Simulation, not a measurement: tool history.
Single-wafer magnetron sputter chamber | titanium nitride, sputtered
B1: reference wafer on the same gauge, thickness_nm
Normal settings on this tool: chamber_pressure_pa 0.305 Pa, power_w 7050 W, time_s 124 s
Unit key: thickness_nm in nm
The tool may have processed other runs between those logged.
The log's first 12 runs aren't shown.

At hour 884.4: gauge calibrated.
Run 13, hour 909.3: usual settings but chamber_pressure_pa 0.228 Pa; B1 131.004. Result: thickness_nm 167.021 nm.
Run 14, hour 969.4: usual settings but chamber_pressure_pa 0.228 Pa; B1 130.922. Result: thickness_nm 166.809 nm.
Run 15, hour 1021.9: usual settings; B1 130.863. Result: thickness_nm 160.36 nm.
Run 16, hour 1128.6: usual settings but chamber_pressure_pa 0.184 Pa, power_w 8800 W, time_s 107 s; B1 130.889. Result: thickness_nm 182.411 nm.
Run 17, hour 1210.2: usual settings but chamber_pressure_pa 0.267 Pa; B1 131.014. Result: thickness_nm 164.065 nm.
Run 18, hour 1247.8: usual settings; B1 130.922. Result: thickness_nm 161.12 nm.
At hour 1283.4: capacitance manometer re-zeroed and calibrated.
At hour 1297.2: magnet pack replaced.
Run 19, hour 1352.1: usual settings but chamber_pressure_pa 0.375 Pa, power_w 5750 W, time_s 114 s; B1 131.173. Result: thickness_nm 118.64 nm.
At hour 1391.1: sputter target and shields replaced.
Run 20, hour 1433.8: usual settings but time_s 142 s; B1 130.983. Result: thickness_nm 187.738 nm.
Run 21, hour 1525.4: usual settings but chamber_pressure_pa 0.414 Pa, power_w 7500 W, time_s 106 s; B1 130.908. Result: thickness_nm 142.995 nm.
Run 22, hour 1599.6: usual settings; B1 130.952. Result: thickness_nm 164.182 nm.
Run 23, hour 1691.1: usual settings but chamber_pressure_pa 0.184 Pa, power_w 8650 W, time_s 106 s; B1 130.846. Result: thickness_nm 179.749 nm.
Run 24, hour 1778.7: usual settings but chamber_pressure_pa 0.349 Pa, time_s 106 s; B1 131.092. Result: thickness_nm 137.461 nm.
At hour 1819.4: capacitance manometer re-zeroed and calibrated, repeated, since the last time left the tool worse.
Run 25, hour 1869.3: usual settings; B1 131.028. Result: thickness_nm 160.601 nm.
Run 26, hour 1930.7: usual settings but chamber_pressure_pa 0.424 Pa, time_s 138 s; B1 131.072. Result: thickness_nm 168.749 nm.
Run 27, hour 2016.4: usual settings but chamber_pressure_pa 0.26 Pa, power_w 7600 W; B1 131.24. Result: thickness_nm 177.144 nm.
Run 28, hour 2104.5: usual settings but chamber_pressure_pa 0.381 Pa, power_w 7600 W, time_s 148 s; B1 130.962. Result: thickness_nm 199.09 nm.
Run 29, hour 2207.4: usual settings but time_s 113 s; B1 131.057. Result: thickness_nm 146.318 nm.
At hour 2227.8: sputter target and shields replaced.
Run 30, hour 2253: usual settings but chamber_pressure_pa 0.374 Pa; B1 131.309. Result: thickness_nm 155.77 nm.
Run 31, hour 2330.2: usual settings but power_w 8200 W, time_s 140 s; B1 131.063. Result: thickness_nm 210.844 nm.
Run 32, hour 2385.3: usual settings but chamber_pressure_pa 0.391 Pa, power_w 8550 W, time_s 117 s; B1 130.901. Result: thickness_nm 176.928 nm.
Run 33, hour 2445.9: usual settings but chamber_pressure_pa 0.426 Pa; B1 131.187. Result: thickness_nm 152.514 nm.

Forecast each of these 5 alternatives for the next run:
Run A, hour 2446.3: usual settings; B1 ?. Result: thickness_nm ?.
Run B, hour 2446.3: usual settings but power_w 6550 W, time_s 109 s; B1 ?. Result: thickness_nm ?.
Run C, hour 2446.3: usual settings but chamber_pressure_pa 0.236 Pa, time_s 115 s; B1 ?. Result: thickness_nm ?.
Run D, hour 2446.3: usual settings but power_w 5550 W; B1 ?. Result: thickness_nm ?.
Run E, hour 2446.3: usual settings but chamber_pressure_pa 0.231 Pa; B1 ?. Result: thickness_nm ?.

run       B1  thickness_nm
  A  130.955       161.046
  B  130.955       131.525
  C  130.955       154.118
  D  130.955       126.781
  E  130.955        166.56
Take away the tool's hidden state, keep each run's random variation, and the runs would have read:
run  thickness_nm
  A       159.637
  B       130.374
  C       153.157
  D       125.672
  E       165.552
